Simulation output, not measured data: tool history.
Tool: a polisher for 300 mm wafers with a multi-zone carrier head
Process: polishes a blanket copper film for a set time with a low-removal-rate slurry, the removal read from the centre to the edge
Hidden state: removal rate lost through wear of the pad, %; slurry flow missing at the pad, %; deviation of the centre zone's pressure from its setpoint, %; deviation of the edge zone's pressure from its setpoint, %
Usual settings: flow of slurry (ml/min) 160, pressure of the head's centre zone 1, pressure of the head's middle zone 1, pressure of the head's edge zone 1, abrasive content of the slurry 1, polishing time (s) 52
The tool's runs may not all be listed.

| run | hour | flow of slurry (ml/min) | pressure of the head's centre zone | pressure of the head's middle zone | pressure of the head's edge zone | abrasive content of the slurry | polishing time (s) | wafers since the last listed run | wafers polished on this pad | hours since the slurry nozzle was cleaned | hours since the centre zone pressure was calibrated | hours since the edge zone pressure was calibrated | hours since the carrier head's membrane was replaced | incoming thickness of the incoming film, nm | film removed at the wafer's centre (nm) | film removed at mid-radius (nm) | film removed at the wafer's edge (nm) |
|---|---|---|---|---|---|---|---|---|---|---|---|---|---|---|---|---|---|
| 1 | 0 | 160 | 1 | 1 | 1 | 1 | 66 | 0 | 606 | 494.8 | 191.6 | 528.5 | 772.3 | 1191.4 | 160.5 | 159.3 | 166.3 |
|  | 13.3 | worn pad replaced by a new one |
| 2 | 13.8 | 160 | 1 | 1 | 1 | 1 | 66 | 129 | 7 | 508.6 | 205.4 | 542.3 | 786.1 | 1223.7 | 156.2 | 157.5 | 166 |
| 3 | 21.9 | 160 | 1 | 1 | 1 | 1 | 66 | 107 | 114 | 516.7 | 213.5 | 550.4 | 794.2 | 1204.2 | 156.7 | 159.7 | 166.3 |
| 4 | 36.4 | 160 | 1 | 0.92 | 1 | 1 | 52 | 191 | 305 | 531.2 | 228 | 564.9 | 808.7 | 1200.8 | 126.4 | 117 | 130.8 |
| 5 | 53.2 | 160 | 1 | 0.92 | 1 | 1 | 52 | 222 | 527 | 548 | 244.8 | 581.7 | 825.5 | 1202.2 | 124.3 | 115.8 | 131.5 |
| 6 | 59.7 | 160 | 1 | 0.92 | 1 | 1 | 52 | 85 | 613 | 554.5 | 251.3 | 588.2 | 832 | 1193.8 | 125.4 | 116 | 128.7 |
|  | 72.3 | worn pad replaced by a new one |
| 7 | 72.8 | 160 | 1 | 1 | 1 | 1 | 52 | 120 | 6 | 567.6 | 264.4 | 601.3 | 845.1 | 1189.3 | 120.9 | 125.9 | 128.6 |
|  | 79.9 | edge zone pressure recalibrated |
| 8 | 88.2 | 160 | 1 | 1 | 1 | 1 | 52 | 177 | 183 | 583 | 279.8 | 8.3 | 860.5 | 1200.7 | 122.4 | 122 | 128.5 |
|  | 99.3 | slurry nozzle cleaned |
| 9 | 106 | 160 | 1 | 1 | 1 | 1 | 52 | 222 | 405 | 6.7 | 297.6 | 26.1 | 878.3 | 1186.2 | 141.8 | 140.1 | 144.1 |
| 10 | 112.1 | 160 | 0.88 | 1 | 1 | 0.85 | 52 | 80 | 486 | 12.8 | 303.7 | 32.2 | 884.4 | 1220.2 | 124.6 | 139.3 | 140.3 |
| 11 | 126.7 | 160 | 1 | 1 | 1.05 | 1.15 | 52 | 192 | 679 | 27.4 | 318.3 | 46.8 | 899 | 1181.7 | 145.7 | 141.1 | 143.8 |
|  | 137.6 | worn pad replaced by a new one |
| 12 | 138.1 | 160 | 1 | 0.92 | 1 | 1 | 52 | 97 | 6 | 38.8 | 329.7 | 58.2 | 910.4 | 1209 | 139.4 | 131 | 137.2 |
|  | 148.8 | carrier head's membrane replaced by a new one |
|  | 153.3 | centre zone pressure recalibrated |
| 13 | 153.8 | 160 | 1 | 1 | 1 | 1 | 36 | 114 | 121 | 54.5 | 0.5 | 73.9 | 5 | 1177.9 | 98.7 | 94.6 | 96.2 |
| 14 | 170 | 160 | 1 | 1 | 1.04 | 1 | 52 | 214 | 335 | 70.7 | 16.7 | 90.1 | 21.2 | 1189 | 140.8 | 139.6 | 147.6 |
| 15 | 181.3 | 160 | 0.92 | 1 | 1 | 1.25 | 52 | 149 | 485 | 82 | 28 | 101.4 | 32.5 | 1179.3 | 132.1 | 143.3 | 144 |
|  | 198 | worn pad replaced by a new one |
| 16 | 198.5 | 160 | 0.94 | 1 | 0.96 | 0.75 | 52 | 174 | 6 | 99.2 | 45.2 | 118.6 | 49.7 | 1193.9 | 128.1 | 135.3 | 133.1 |
| 17 | 211.9 | 160 | 1 | 1 | 1 | 1 | 52 | 177 | 183 | 112.6 | 58.6 | 132 | 63.1 | 1196.9 | 138.2 | 138.8 | 138.9 |
| 18 | 225.2 | 160 | 1 | 1 | 1 | 1 | 52 | 175 | 359 | 125.9 | 71.9 | 145.3 | 76.4 | 1188.8 | 141.1 | 136.1 | 137.3 |

Forecast each of these 5 alternatives for the next run:
| A | 225.6 | 160 | 1.06 | 1 | 1 | 1 | 52 | 5 | 364 | 126.3 | 72.3 | 145.7 | 76.8 | 1200.2 | ? | ? | ? |
| B | 225.6 | 160 | 1 | 1.06 | 1 | 1.25 | 52 | 5 | 364 | 126.3 | 72.3 | 145.7 | 76.8 | 1200.2 | ? | ? | ? |
| C | 225.6 | 105 | 1 | 1 | 0.96 | 1.3 | 52 | 5 | 364 | 126.3 | 72.3 | 145.7 | 76.8 | 1200.2 | ? | ? | ? |
| D | 225.6 | 105 | 1 | 1 | 1.11 | 1 | 52 | 5 | 364 | 126.3 | 72.3 | 145.7 | 76.8 | 1200.2 | ? | ? | ? |
| E | 225.6 | 160 | 1 | 1 | 1 | 0.75 | 52 | 5 | 364 | 126.3 | 72.3 | 145.7 | 76.8 | 1200.2 | ? | ? | ? |

| run | film removed at the wafer's centre (nm) | film removed at mid-radius (nm) | film removed at the wafer's edge (nm) |
|---|---|---|---|
| A | 148.9 | 138.7 | 139.9 |
| B | 144.1 | 148.8 | 143.4 |
| C | 125.7 | 126.6 | 130.1 |
| D | 122 | 122.8 | 135.5 |
| E | 136.5 | 134.9 | 136 |
Without the tool's hidden state the same runs would have given:
| run | film removed at the wafer's centre (nm) | film removed at mid-radius (nm) | film removed at the wafer's edge (nm) |
|---|---|---|---|
| A | 153.3 | 142.3 | 142.6 |
| B | 148.4 | 152.7 | 146.1 |
| C | 131.8 | 131.8 | 133.7 |
| D | 127.9 | 127.9 | 139.3 |
| E | 140.6 | 138.4 | 138.6 |

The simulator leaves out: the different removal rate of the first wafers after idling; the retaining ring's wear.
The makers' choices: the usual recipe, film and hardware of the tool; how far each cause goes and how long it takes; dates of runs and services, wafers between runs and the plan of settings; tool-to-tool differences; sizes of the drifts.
